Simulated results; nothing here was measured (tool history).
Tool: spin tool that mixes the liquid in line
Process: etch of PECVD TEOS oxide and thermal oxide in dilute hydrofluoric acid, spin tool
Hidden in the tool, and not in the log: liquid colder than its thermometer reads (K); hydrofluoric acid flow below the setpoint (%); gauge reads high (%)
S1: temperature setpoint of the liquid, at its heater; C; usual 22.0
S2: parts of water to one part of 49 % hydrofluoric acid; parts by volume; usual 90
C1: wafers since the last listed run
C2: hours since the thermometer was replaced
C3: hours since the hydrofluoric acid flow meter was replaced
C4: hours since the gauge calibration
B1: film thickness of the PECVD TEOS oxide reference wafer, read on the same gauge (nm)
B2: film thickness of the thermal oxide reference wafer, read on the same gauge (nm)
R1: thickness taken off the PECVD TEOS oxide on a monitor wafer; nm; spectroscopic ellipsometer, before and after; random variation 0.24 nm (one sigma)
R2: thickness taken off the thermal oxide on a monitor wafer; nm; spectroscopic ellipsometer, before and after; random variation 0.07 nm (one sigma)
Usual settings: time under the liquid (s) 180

run 1 day=0.000 | S1=24.0 S2=90 time_under_the_liquid_(s)=180 | C1=0 C2=520.9 C3=1959.3 C4=34.2 | B1=49.98 B2=110.00 | R1=24.88 R2=9.57
run 2 day=0.633 | S1=24.0 S2=90 time_under_the_liquid_(s)=180 | C1=99 C2=536.1 C3=1974.5 C4=49.4 | B1=50.01 B2=109.96 | R1=24.69 R2=9.60
run 3 day=1.688 | S1=24.0 S2=90 time_under_the_liquid_(s)=180 | C1=165 C2=561.4 C3=1999.8 C4=74.7 | B1=49.99 B2=110.04 | R1=25.20 R2=9.53
run 4 day=2.929 | S1=22.0 S2=90 time_under_the_liquid_(s)=180 | C1=194 C2=591.2 C3=2029.6 C4=104.5 | B1=50.02 B2=110.00 | R1=22.53 R2=8.82
run 5 day=3.517 | S1=22.0 S2=90 time_under_the_liquid_(s)=180 | C1=92 C2=605.3 C3=2043.7 C4=118.6 | B1=50.00 B2=109.99 | R1=22.64 R2=8.76
run 6 day=4.504 | S1=22.0 S2=90 time_under_the_liquid_(s)=180 | C1=154 C2=629.0 C3=2067.4 C4=142.3 | B1=50.00 B2=109.97 | R1=22.71 R2=8.72
-- day=5.408 thermometer replaced
run 7 day=8.371 | S1=22.0 S2=105 time_under_the_liquid_(s)=180 | C1=599 C2=71.1 C3=2160.2 C4=235.1 | B1=50.00 B2=110.02 | R1=20.78 R2=7.90
-- day=9.004 hydrofluoric acid flow meter replaced
run 8 day=9.567 | S1=25.0 S2=125 time_under_the_liquid_(s)=180 | C1=180 C2=99.8 C3=13.5 C4=263.8 | B1=49.98 B2=109.98 | R1=19.08 R2=7.22
run 9 day=11.050 | S1=18.5 S2=90 time_under_the_liquid_(s)=225 | C1=232 C2=135.4 C3=49.1 C4=299.4 | B1=50.00 B2=110.01 | R1=26.41 R2=10.15
-- day=12.192 gauge calibrated
run 10 day=12.221 | S1=18.5 S2=65 time_under_the_liquid_(s)=270 | C1=183 C2=163.5 C3=77.2 C4=0.7 | B1=50.00 B2=110.00 | R1=44.54 R2=17.16

Run 11 comes next. What will it give?
run 11 day=13.546 | S1=22.0 S2=90 time_under_the_liquid_(s)=180 | C1=207 C2=195.3 C3=109.0 C4=32.5 | B1=? B2=? | R1=? R2=?

{"run 11": {"B1": 49.99, "B2": 110.03, "R1": 24.05, "R2": 9.3}}
Without the tool's hidden state the same run would have given R1 24.92 nm, R2 9.64 nm.
